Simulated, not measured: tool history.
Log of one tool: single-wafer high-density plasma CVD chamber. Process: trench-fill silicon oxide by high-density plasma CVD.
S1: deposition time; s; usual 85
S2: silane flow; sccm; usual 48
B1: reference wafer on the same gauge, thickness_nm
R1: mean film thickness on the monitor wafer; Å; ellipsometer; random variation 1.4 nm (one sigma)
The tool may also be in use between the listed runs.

run	day	S1	S2	B1	R1
1	0	85	48	424.6	4491.52
2	0.271	85	48	425.298	4532.94
3	0.738	85	48	424.89	4528.06
4	1.425	89.5	48	425.201	4784
5	1.8	89.5	48	424.983	4751.77
6	2.388	97.8	48	424.896	5213.53
7	2.779	97.8	48	424.752	5219.19
8	3.121	97.8	48	424.976	5190.37
9	3.45	85	42	424.887	3963.25
10	3.829	85	42	425.26	3957.87
11	4.129	85	42	425.102	3963.47
12	4.608	85	48	424.479	4520.52
13	6.354	85	48	424.99	4499.72
14	7.054	85	48	424.637	4545.27
15	7.321	85	48	424.778	4539.76
16	7.7	85	48	425.15	4524.35
17	8.396	85	48	424.894	4531.53
18	9.008	95.1	44	425.481	4638.97
19	9.662	101	55	425.214	6136.69
20	10.121	72.5	45	424.844	3618.38
21	10.846	76.1	41	425.036	3482.98
22	11.396	94.1	53	425.194	5534.34
23	12.092	85	48	424.692	4516.55
24	12.812	72.5	45	425.286	3646.04
# day 13.183: silane flow controller replaced
25	13.212	99.7	39	425.004	4062.17
26	13.8	71.6	44	424.946	3288.05
# day 14.171: gauge calibrated
27	14.533	80.6	56	424.786	4730.44
28	14.871	75	45	425.03	3549.92
29	15.558	85	48	425.045	4310.3
30	17.754	101.6	43	425.222	4598.18
31	18.342	69	44	425.173	3218.09
32	18.658	85	48	424.679	4317.65
33	19.038	99.2	56	424.817	5879.29
34	19.504	101.6	48	425.009	5153.9
35	20.938	85	48	424.544	4343.53
36	21.488	74.6	57	425.304	4533.99

3 ways to go on from here, each from the tool as it stands after run 36. What would each give?
A	21.504	85	39	?	?
B	21.504	96.2	52	?	?
C	21.504	101.4	39	?	?

run	B1	R1
A	424.789	3548.01
B	424.789	5354.01
C	424.789	4232.56
Without the tool's hidden state the same runs would have given:
run	R1
A	3477.23
B	5247.21
C	4148.13
